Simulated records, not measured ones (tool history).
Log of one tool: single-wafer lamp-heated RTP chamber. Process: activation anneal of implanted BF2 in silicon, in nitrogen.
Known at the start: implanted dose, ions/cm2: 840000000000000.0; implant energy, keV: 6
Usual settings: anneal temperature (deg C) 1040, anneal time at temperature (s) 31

run     day  anneal temperature (deg C)  anneal time at temperature (s)  read-back reference wafer on the same gauge, sheet resistance  sheet resistance of the implanted and annealed layer (ohm/square)
  1       0                        1040                              31                                                         225.09                                                             212.33
      1.271  -- reflector plate cleaned
      5.875  -- pyrometer window cleaned and pyrometer calibrated
  2   5.896                        1040                              31                                                         224.85                                                             217.43
  3   8.467                        1040                              31                                                         225.04                                                             213.69
     10.383  -- reflector plate cleaned
  4  11.396                        1040                              31                                                         225.02                                                             217.12
     12.954  -- pyrometer window cleaned and pyrometer calibrated
  5  13.183                        1040                              31                                                         224.91                                                             218.06
  6  15.471                        1040                              31                                                         224.86                                                             217.08
  7  17.083                        1040                              31                                                         225.05                                                             214.27
     18.721  -- reflector plate cleaned
  8  18.742                        1040                              31                                                         225.21                                                             217.47
      19.35  -- pyrometer window cleaned and pyrometer calibrated
  9  20.312                        1028                              36                                                         225.17                                                              226.9
     22.471  -- gauge calibrated
 10  22.712                        1056                              44                                                         225.31                                                             188.48
 11  24.292                        1052                              31                                                         224.94                                                             201.48
     25.958  -- pyrometer window cleaned and pyrometer calibrated
 12  26.217                        1025                              47                                                         224.89                                                             214.16
     26.742  -- reflector plate cleaned
 13  28.333                        1040                              31                                                         225.08                                                             219.28
 14  30.388                        1068                              16                                                         224.89                                                             208.31
 15  31.933                        1040                              31                                                         224.83                                                             216.88
       33.6  -- pyrometer window cleaned and pyrometer calibrated
     34.125  -- reflector plate cleaned
 16  34.429                        1019                              19                                                         224.88                                                             273.52

Forecast each of these 3 alternatives for the next run:
  A  34.446                        1040                              17                                                              ?                                                                  ?
  B  34.446                        1021                              41                                                              ?                                                                  ?
  C  34.446                        1040                              18                                                              ?                                                                  ?

run  read-back reference wafer on the same gauge, sheet resistance  sheet resistance of the implanted and annealed layer (ohm/square)
  A                                                         224.86                                                             241.02
  B                                                         224.86                                                             228.63
  C                                                         224.86                                                             238.63
Without the tool's hidden state the same runs would have given:
run  sheet resistance of the implanted and annealed layer (ohm/square)
  A                                                             242.29
  B                                                             229.71
  C                                                             239.85

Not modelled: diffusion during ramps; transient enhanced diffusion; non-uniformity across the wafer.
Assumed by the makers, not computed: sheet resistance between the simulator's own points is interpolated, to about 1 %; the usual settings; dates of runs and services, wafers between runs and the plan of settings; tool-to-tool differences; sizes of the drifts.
